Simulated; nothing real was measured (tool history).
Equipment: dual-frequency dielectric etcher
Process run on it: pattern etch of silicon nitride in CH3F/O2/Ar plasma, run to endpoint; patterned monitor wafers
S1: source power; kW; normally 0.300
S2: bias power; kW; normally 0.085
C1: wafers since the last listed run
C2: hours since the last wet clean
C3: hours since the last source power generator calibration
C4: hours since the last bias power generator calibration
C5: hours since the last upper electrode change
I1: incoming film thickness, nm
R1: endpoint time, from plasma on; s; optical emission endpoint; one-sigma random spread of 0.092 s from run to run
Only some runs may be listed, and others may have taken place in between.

run   hour     S1     S2    C1     C2      C3      C4      C5     I1    R1
  1    0.0  0.240  0.085     0  434.9  2706.7  3820.9  2362.8  19.55  32.7
  2   14.1  0.240  0.085   233  449.0  2720.8  3835.0  2376.9  19.56  32.7
  3   40.1  0.240  0.085   430  475.0  2746.8  3861.0  2402.9  19.65  32.9
  4   70.7  0.240  0.069   507  505.6  2777.4  3891.6  2433.5  19.88  37.1
  5   86.7  0.360  0.085   265  521.6  2793.4  3907.6  2449.5  19.64  27.6
  6  103.9  0.360  0.085   285  538.8  2810.6  3924.8  2466.7  19.93  28.0
  7  124.3  0.340  0.069   338  559.2  2831.0  3945.2  2487.1  19.87  32.0
     162.8  -- bias power generator calibrated
     166.3  -- wet clean of the chamber
  8  166.8  0.340  0.069   580    0.5  2873.5     4.0  2529.6  19.73  32.4
  9  167.2  0.340  0.085     6    0.9  2873.9     4.4  2530.0  19.68  28.9
     206.7  -- upper electrode replaced
 10  207.2  0.240  0.085   265   40.9  2913.9    44.4     0.5  19.63  33.3
 11  222.6  0.300  0.085   255   56.3  2929.3    59.8    15.9  19.77  30.6
 12  257.4  0.300  0.064   576   91.1  2964.1    94.6    50.7  19.83  35.7
 13  310.6  0.240  0.102   881  144.3  3017.3   147.8   103.9  19.76  30.1
     328.5  -- source power generator calibrated
 14  333.9  0.340  0.072   319  167.6     5.4   171.1   127.2  19.87  31.6
 15  434.5  0.360  0.099  1667  268.2   106.0   271.7   227.8  19.68  25.6
 16  466.2  0.340  0.068   525  299.9   137.7   303.4   259.5  19.82  32.1

Branching from run 16: 3 alternative next runs. What would each branch give?
  A  466.6  0.270  0.085   6  300.3  138.1  303.8  259.9  19.81   ?
  B  466.6  0.370  0.085   6  300.3  138.1  303.8  259.9  19.81   ?
  C  466.6  0.270  0.091   6  300.3  138.1  303.8  259.9  19.81   ?

run    R1
  A  31.6
  B  27.7
  C  30.4
Stripped of hidden state, with their random variation kept, the same runs would have yielded:
run    R1
  A  32.4
  B  28.4
  C  31.2
